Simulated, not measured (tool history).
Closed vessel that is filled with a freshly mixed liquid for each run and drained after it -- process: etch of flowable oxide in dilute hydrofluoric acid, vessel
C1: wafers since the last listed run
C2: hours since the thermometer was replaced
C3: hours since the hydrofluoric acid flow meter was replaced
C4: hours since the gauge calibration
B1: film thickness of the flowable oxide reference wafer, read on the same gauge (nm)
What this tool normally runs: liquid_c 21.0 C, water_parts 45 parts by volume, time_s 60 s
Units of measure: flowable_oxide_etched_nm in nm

run 1 hour=0.0 | liquid_c=18.0 water_parts=45 time_s=50 | C1=0 C2=1768.1 C3=422.9 C4=165.3 | B1=29.98 | flowable_oxide_etched_nm=62.35
run 2 hour=18.0 | liquid_c=21.0 water_parts=45 time_s=60 | C1=2252 C2=1786.1 C3=440.9 C4=183.3 | B1=30.01 | flowable_oxide_etched_nm=85.14
run 3 hour=38.9 | liquid_c=21.0 water_parts=45 time_s=60 | C1=2615 C2=1807.0 C3=461.8 C4=204.2 | B1=30.03 | flowable_oxide_etched_nm=84.00
run 4 hour=53.2 | liquid_c=21.0 water_parts=45 time_s=60 | C1=1789 C2=1821.3 C3=476.1 C4=218.5 | B1=29.94 | flowable_oxide_etched_nm=85.54
run 5 hour=65.6 | liquid_c=21.0 water_parts=45 time_s=60 | C1=1551 C2=1833.7 C3=488.5 C4=230.9 | B1=29.99 | flowable_oxide_etched_nm=85.60
run 6 hour=89.9 | liquid_c=21.0 water_parts=45 time_s=60 | C1=3041 C2=1858.0 C3=512.8 C4=255.2 | B1=29.96 | flowable_oxide_etched_nm=84.47
run 7 hour=111.7 | liquid_c=21.0 water_parts=40 time_s=85 | C1=2728 C2=1879.8 C3=534.6 C4=277.0 | B1=29.97 | flowable_oxide_etched_nm=138.67
run 8 hour=141.8 | liquid_c=21.0 water_parts=40 time_s=85 | C1=3766 C2=1909.9 C3=564.7 C4=307.1 | B1=30.01 | flowable_oxide_etched_nm=139.75
run 9 hour=166.6 | liquid_c=21.0 water_parts=40 time_s=85 | C1=3103 C2=1934.7 C3=589.5 C4=331.9 | B1=30.00 | flowable_oxide_etched_nm=139.41
run 10 hour=184.4 | liquid_c=21.0 water_parts=45 time_s=60 | C1=2227 C2=1952.5 C3=607.3 C4=349.7 | B1=29.99 | flowable_oxide_etched_nm=86.51
run 11 hour=216.6 | liquid_c=21.0 water_parts=45 time_s=60 | C1=4029 C2=1984.7 C3=639.5 C4=381.9 | B1=30.02 | flowable_oxide_etched_nm=87.46
-- hour=229.2 hydrofluoric acid flow meter replaced
run 12 hour=231.0 | liquid_c=21.0 water_parts=45 time_s=60 | C1=1676 C2=1999.1 C3=1.8 C4=396.3 | B1=30.01 | flowable_oxide_etched_nm=78.77
run 13 hour=243.5 | liquid_c=21.0 water_parts=45 time_s=60 | C1=1564 C2=2011.6 C3=14.3 C4=408.8 | B1=30.01 | flowable_oxide_etched_nm=76.75
-- hour=248.5 gauge calibrated
run 14 hour=278.2 | liquid_c=21.0 water_parts=45 time_s=30 | C1=4342 C2=2046.3 C3=49.0 C4=29.7 | B1=29.96 | flowable_oxide_etched_nm=39.78
run 15 hour=299.9 | liquid_c=21.0 water_parts=30 time_s=60 | C1=2715 C2=2068.0 C3=70.7 C4=51.4 | B1=30.04 | flowable_oxide_etched_nm=120.31
run 16 hour=324.6 | liquid_c=21.0 water_parts=45 time_s=60 | C1=3091 C2=2092.7 C3=95.4 C4=76.1 | B1=29.96 | flowable_oxide_etched_nm=79.97
run 17 hour=340.9 | liquid_c=18.0 water_parts=45 time_s=50 | C1=2039 C2=2109.0 C3=111.7 C4=92.4 | B1=30.03 | flowable_oxide_etched_nm=59.53
run 18 hour=369.5 | liquid_c=19.5 water_parts=30 time_s=35 | C1=3579 C2=2137.6 C3=140.3 C4=121.0 | B1=30.01 | flowable_oxide_etched_nm=67.00
run 19 hour=458.1 | liquid_c=22.5 water_parts=30 time_s=60 | C1=11088 C2=2226.2 C3=228.9 C4=209.6 | B1=30.00 | flowable_oxide_etched_nm=132.16
run 20 hour=491.3 | liquid_c=21.0 water_parts=45 time_s=60 | C1=4154 C2=2259.4 C3=262.1 C4=242.8 | B1=30.01 | flowable_oxide_etched_nm=80.41
-- hour=520.5 thermometer replaced
run 21 hour=593.1 | liquid_c=21.0 water_parts=45 time_s=60 | C1=12614 C2=72.6 C3=363.9 C4=344.6 | B1=30.01 | flowable_oxide_etched_nm=82.03
run 22 hour=628.2 | liquid_c=23.0 water_parts=35 time_s=45 | C1=4392 C2=107.7 C3=399.0 C4=379.7 | B1=30.02 | flowable_oxide_etched_nm=87.14
run 23 hour=641.0 | liquid_c=17.5 water_parts=35 time_s=60 | C1=1601 C2=120.5 C3=411.8 C4=392.5 | B1=30.05 | flowable_oxide_etched_nm=94.01
-- hour=657.4 gauge calibrated
run 24 hour=676.1 | liquid_c=21.0 water_parts=45 time_s=60 | C1=4392 C2=155.6 C3=446.9 C4=18.7 | B1=29.99 | flowable_oxide_etched_nm=83.23
run 25 hour=688.4 | liquid_c=26.0 water_parts=65 time_s=30 | C1=1539 C2=167.9 C3=459.2 C4=31.0 | B1=29.99 | flowable_oxide_etched_nm=34.93
run 26 hour=716.2 | liquid_c=22.5 water_parts=55 time_s=50 | C1=3479 C2=195.7 C3=487.0 C4=58.8 | B1=30.02 | flowable_oxide_etched_nm=60.99

The logged runs with the hidden state left out (each run's random variation unchanged):
Unlogged tool condition in this case: liquid colder than its thermometer reads (K); hydrofluoric acid flow above the setpoint (%); gauge reads high (%).
run=1 flowable_oxide_etched_nm=57.45
run=2 flowable_oxide_etched_nm=78.20
run=3 flowable_oxide_etched_nm=76.91
run=4 flowable_oxide_etched_nm=78.15
run=5 flowable_oxide_etched_nm=78.06
run=6 flowable_oxide_etched_nm=76.74
run=7 flowable_oxide_etched_nm=125.62
run=8 flowable_oxide_etched_nm=126.02
run=9 flowable_oxide_etched_nm=125.25
run=10 flowable_oxide_etched_nm=77.47
run=11 flowable_oxide_etched_nm=77.95
run=12 flowable_oxide_etched_nm=78.42
run=13 flowable_oxide_etched_nm=76.27
run=14 flowable_oxide_etched_nm=39.29
run=15 flowable_oxide_etched_nm=118.44
run=16 flowable_oxide_etched_nm=78.40
run=17 flowable_oxide_etched_nm=58.21
run=18 flowable_oxide_etched_nm=65.22
run=19 flowable_oxide_etched_nm=126.86
run=20 flowable_oxide_etched_nm=76.73
run=21 flowable_oxide_etched_nm=77.00
run=22 flowable_oxide_etched_nm=81.41
run=23 flowable_oxide_etched_nm=87.69
run=24 flowable_oxide_etched_nm=77.12
run=25 flowable_oxide_etched_nm=32.22
run=26 flowable_oxide_etched_nm=56.10

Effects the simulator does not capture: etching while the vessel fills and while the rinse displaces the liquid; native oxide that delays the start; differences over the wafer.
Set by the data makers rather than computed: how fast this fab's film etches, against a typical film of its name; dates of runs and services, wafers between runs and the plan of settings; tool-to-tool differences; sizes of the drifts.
